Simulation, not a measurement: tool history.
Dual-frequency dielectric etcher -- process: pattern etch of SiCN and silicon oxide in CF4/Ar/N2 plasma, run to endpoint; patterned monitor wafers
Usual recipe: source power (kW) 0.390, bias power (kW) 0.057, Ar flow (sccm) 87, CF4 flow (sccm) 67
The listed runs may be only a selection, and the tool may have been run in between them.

| run | day | source power (kW) | bias power (kW) | Ar flow (sccm) | CF4 flow (sccm) | incoming incoming film thickness, nm | endpoint time (s) |
|---|---|---|---|---|---|---|---|
| 1 | 0.000 | 0.390 | 0.057 | 87 | 67 | 10.15 | 15.8 |
| 2 | 2.050 | 0.390 | 0.057 | 87 | 67 | 10.03 | 15.6 |
| 3 | 5.000 | 0.390 | 0.057 | 87 | 67 | 10.00 | 15.5 |
| 4 | 6.962 | 0.390 | 0.057 | 87 | 67 | 10.00 | 15.5 |
|  | 8.212 | wet clean of the chamber |
| 5 | 8.233 | 0.390 | 0.057 | 87 | 67 | 10.02 | 15.6 |
| 6 | 9.179 | 0.390 | 0.057 | 87 | 67 | 10.14 | 15.7 |
| 7 | 11.392 | 0.390 | 0.057 | 96 | 67 | 10.15 | 16.1 |
| 8 | 13.183 | 0.390 | 0.057 | 96 | 67 | 10.14 | 16.1 |
| 9 | 15.783 | 0.390 | 0.057 | 78 | 67 | 10.10 | 15.3 |
| 10 | 16.796 | 0.390 | 0.057 | 78 | 67 | 10.07 | 15.4 |
| 11 | 18.208 | 0.390 | 0.057 | 78 | 67 | 10.06 | 15.3 |
|  | 19.033 | CF4 flow controller replaced |
| 12 | 19.617 | 0.390 | 0.057 | 87 | 67 | 9.99 | 15.6 |
|  | 22.358 | bias power generator calibrated |
| 13 | 22.538 | 0.390 | 0.051 | 87 | 53 | 10.08 | 17.2 |
| 14 | 23.725 | 0.420 | 0.057 | 87 | 51 | 10.18 | 15.8 |
|  | 25.021 | upper electrode replaced |
| 15 | 25.129 | 0.390 | 0.057 | 87 | 73 | 10.05 | 15.0 |
| 16 | 28.046 | 0.390 | 0.057 | 96 | 67 | 10.06 | 15.7 |
| 17 | 29.708 | 0.390 | 0.057 | 87 | 55 | 10.15 | 16.3 |
| 18 | 31.054 | 0.390 | 0.057 | 87 | 67 | 10.12 | 15.4 |
|  | 31.821 | Ar flow controller replaced |
|  | 33.608 | wet clean of the chamber |
| 19 | 33.629 | 0.460 | 0.046 | 79 | 56 | 9.86 | 15.2 |
|  | 35.388 | source power generator calibrated |
| 20 | 36.200 | 0.390 | 0.057 | 72 | 62 | 10.11 | 15.1 |
| 21 | 38.233 | 0.390 | 0.051 | 102 | 67 | 10.18 | 16.9 |
| 22 | 41.596 | 0.390 | 0.061 | 96 | 67 | 10.13 | 15.5 |
| 23 | 43.679 | 0.390 | 0.045 | 87 | 84 | 10.18 | 16.6 |
| 24 | 45.800 | 0.390 | 0.057 | 87 | 67 | 10.07 | 15.5 |
| 25 | 49.638 | 0.470 | 0.067 | 102 | 77 | 10.04 | 12.7 |

Forecast each of these 3 alternatives for the next run:
| A | 49.654 | 0.390 | 0.057 | 87 | 67 | 10.10 | ? |
| B | 49.654 | 0.390 | 0.057 | 87 | 78 | 10.10 | ? |
| C | 49.654 | 0.390 | 0.061 | 87 | 67 | 10.10 | ? |

| run | endpoint time (s) |
|---|---|
| A | 15.6 |
| B | 15.1 |
| C | 15.2 |
The same runs, with their run-to-run variation unchanged, on a tool lacking any hidden condition would have given:
| run | endpoint time (s) |
|---|---|
| A | 15.4 |
| B | 14.9 |
| C | 14.9 |
